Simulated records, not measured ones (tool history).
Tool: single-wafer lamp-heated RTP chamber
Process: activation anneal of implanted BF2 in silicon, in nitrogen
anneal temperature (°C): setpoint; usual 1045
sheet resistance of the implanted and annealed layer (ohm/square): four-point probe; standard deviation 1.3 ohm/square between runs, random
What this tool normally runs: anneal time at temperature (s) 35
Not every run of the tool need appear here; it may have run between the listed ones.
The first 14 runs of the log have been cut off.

| run | day | anneal temperature (°C) | anneal time at temperature (s) | read-back reference wafer on the same gauge, sheet resistance | sheet resistance of the implanted and annealed layer (ohm/square) |
|---|---|---|---|---|---|
| 15 | 35.646 | 1045 | 45 | 510.71 | 431.74 |
| 16 | 37.458 | 1045 | 48 | 511.1 | 433.07 |
|  | 41.192 | reflector plate cleaned |
| 17 | 41.212 | 1045 | 35 | 510.25 | 438.07 |
| 18 | 42.992 | 1045 | 26 | 511.46 | 443.28 |
|  | 44.325 | pyrometer window cleaned and pyrometer calibrated |
|  | 46.312 | gauge calibrated |
| 19 | 46.725 | 1045 | 35 | 510.45 | 437.72 |
|  | 52.342 | reflector plate cleaned, repeated, since the last time left the tool worse |
| 20 | 52.733 | 1056 | 41 | 510.38 | 434.5 |
| 21 | 55.229 | 1045 | 35 | 511.21 | 445.07 |
| 22 | 57.212 | 1066 | 52 | 510.43 | 423 |
|  | 60.008 | pyrometer window cleaned and pyrometer calibrated |
| 23 | 60.896 | 1025 | 30 | 510.68 | 459.6 |
| 24 | 62.458 | 1036 | 22 | 510.88 | 459.45 |
| 25 | 66.688 | 1037 | 53 | 511 | 438.26 |
| 26 | 68.579 | 1045 | 35 | 511.21 | 443.48 |
| 27 | 72.575 | 1069 | 28 | 510.6 | 436.39 |
| 28 | 75.079 | 1045 | 35 | 510.52 | 442.53 |
|  | 77.892 | pyrometer window cleaned and pyrometer calibrated |
| 29 | 77.912 | 1045 | 43 | 510.88 | 437.03 |
|  | 78.5 | reflector plate cleaned |
| 30 | 80.65 | 1026 | 17 | 510.8 | 469.27 |
| 31 | 85.046 | 1045 | 35 | 511.05 | 445.65 |
| 32 | 88.917 | 1017 | 26 | 510.97 | 466.56 |
| 33 | 91.65 | 1045 | 35 | 510.84 | 440.81 |

Below are 3 alternative next runs, each starting from the tool's condition after run 33. Predict each:
| A | 91.667 | 1063 | 35 | ? | ? |
| B | 91.667 | 1072 | 27 | ? | ? |
| C | 91.667 | 1074 | 35 | ? | ? |

| run | read-back reference wafer on the same gauge, sheet resistance | sheet resistance of the implanted and annealed layer (ohm/square) |
|---|---|---|
| A | 511.08 | 433.03 |
| B | 511.08 | 435.08 |
| C | 511.08 | 428.1 |
The same runs, with their run-to-run variation unchanged, on a tool lacking any hidden condition would have given:
| run | sheet resistance of the implanted and annealed layer (ohm/square) |
|---|---|
| A | 434.15 |
| B | 436.13 |
| C | 429.15 |

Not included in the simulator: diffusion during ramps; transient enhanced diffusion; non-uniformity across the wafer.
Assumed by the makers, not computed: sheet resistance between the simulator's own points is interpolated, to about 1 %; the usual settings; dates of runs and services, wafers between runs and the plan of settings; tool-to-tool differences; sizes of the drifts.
